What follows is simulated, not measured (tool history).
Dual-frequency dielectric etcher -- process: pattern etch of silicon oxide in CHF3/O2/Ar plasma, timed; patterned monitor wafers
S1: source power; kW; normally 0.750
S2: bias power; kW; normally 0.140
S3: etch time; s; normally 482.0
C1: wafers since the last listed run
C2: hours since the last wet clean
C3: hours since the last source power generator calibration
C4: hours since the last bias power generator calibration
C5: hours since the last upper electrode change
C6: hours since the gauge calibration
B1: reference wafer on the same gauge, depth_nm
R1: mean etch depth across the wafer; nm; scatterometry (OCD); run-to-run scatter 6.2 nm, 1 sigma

run,hour,S1,S2,S3,C1,C2,C3,C4,C5,C6,B1,R1
1,0.0,0.750,0.140,482.0,0,63.1,3863.7,1673.5,3457.0,117.9,1128.5,974.9
2,29.5,0.750,0.140,482.0,63,92.6,3893.2,1703.0,3486.5,147.4,1127.2,964.5
3,63.0,0.750,0.140,482.0,72,126.1,3926.7,1736.5,3520.0,180.9,1125.9,972.9
4,79.0,0.750,0.140,482.0,34,142.1,3942.7,1752.5,3536.0,196.9,1128.6,964.1
5,102.4,0.750,0.140,482.0,50,165.5,3966.1,1775.9,3559.4,220.3,1128.3,962.0
6,132.7,0.750,0.140,482.0,65,195.8,3996.4,1806.2,3589.7,250.6,1128.1,957.8
7,158.5,0.750,0.140,482.0,55,221.6,4022.2,1832.0,3615.5,276.4,1129.0,953.4
8,186.1,0.750,0.140,482.0,59,249.2,4049.8,1859.6,3643.1,304.0,1126.6,946.1
# hour 202.4: bias power generator calibrated
9,210.1,0.750,0.160,422.0,43,273.2,4073.8,7.7,3667.1,328.0,1128.1,870.9
# hour 269.0: upper electrode replaced, of another model than before
10,269.5,0.800,0.169,482.0,76,332.6,4133.2,67.1,0.5,387.4,1125.2,1019.7
11,286.3,0.750,0.140,482.0,36,349.4,4150.0,83.9,17.3,404.2,1128.9,956.8
# hour 300.9: source power generator calibrated
# hour 312.3: wet clean of the chamber
12,318.6,0.750,0.140,482.0,36,6.3,17.7,116.2,49.6,436.5,1128.5,977.1
13,343.1,0.750,0.140,593.5,53,30.8,42.2,140.7,74.1,461.0,1128.0,1182.5
# hour 357.8: gauge calibrated
14,367.5,0.750,0.140,590.0,52,55.2,66.6,165.1,98.5,9.7,1128.7,1192.7
15,388.4,0.690,0.113,623.0,45,76.1,87.5,186.0,119.4,30.6,1127.7,1154.0
16,423.1,0.580,0.140,351.0,75,110.8,122.2,220.7,154.1,65.3,1126.5,646.5
17,454.2,0.620,0.158,482.0,67,141.9,153.3,251.8,185.2,96.4,1126.9,928.3
18,486.3,0.680,0.117,413.5,69,174.0,185.4,283.9,217.3,128.5,1129.6,765.2
19,516.8,0.750,0.140,482.0,66,204.5,215.9,314.4,247.8,159.0,1128.1,946.5

For each entry between runs, how does the tool's hidden state at the last listed run before it compare with that at the first listed run after it?
Runs 8 to 9: bias power generator calibrated (hour 202.4)
  etch rate over this chamber's usual, %: -1.66 -> -1.87
  measured value less the no-hidden-state value, R1: -15.9 -> -16.6 nm
Runs 9 to 10: upper electrode replaced, of another model than before (hour 269.0)
  etch rate over this chamber's usual, %: -1.87 -> -2.39
  measured value less the no-hidden-state value, R1: -16.6 -> -25.0 nm
Runs 11 to 12: source power generator calibrated (hour 300.9); wet clean of the chamber (hour 312.3)
  etch rate over this chamber's usual, %: -2.54 -> -0.00844
  measured value less the no-hidden-state value, R1: -24.9 -> -0.1 nm
Runs 13 to 14: gauge calibrated (hour 357.8)
  etch rate over this chamber's usual, %: -0.223 -> -0.437
  measured value less the no-hidden-state value, R1: -2.6 -> -5.3 nm
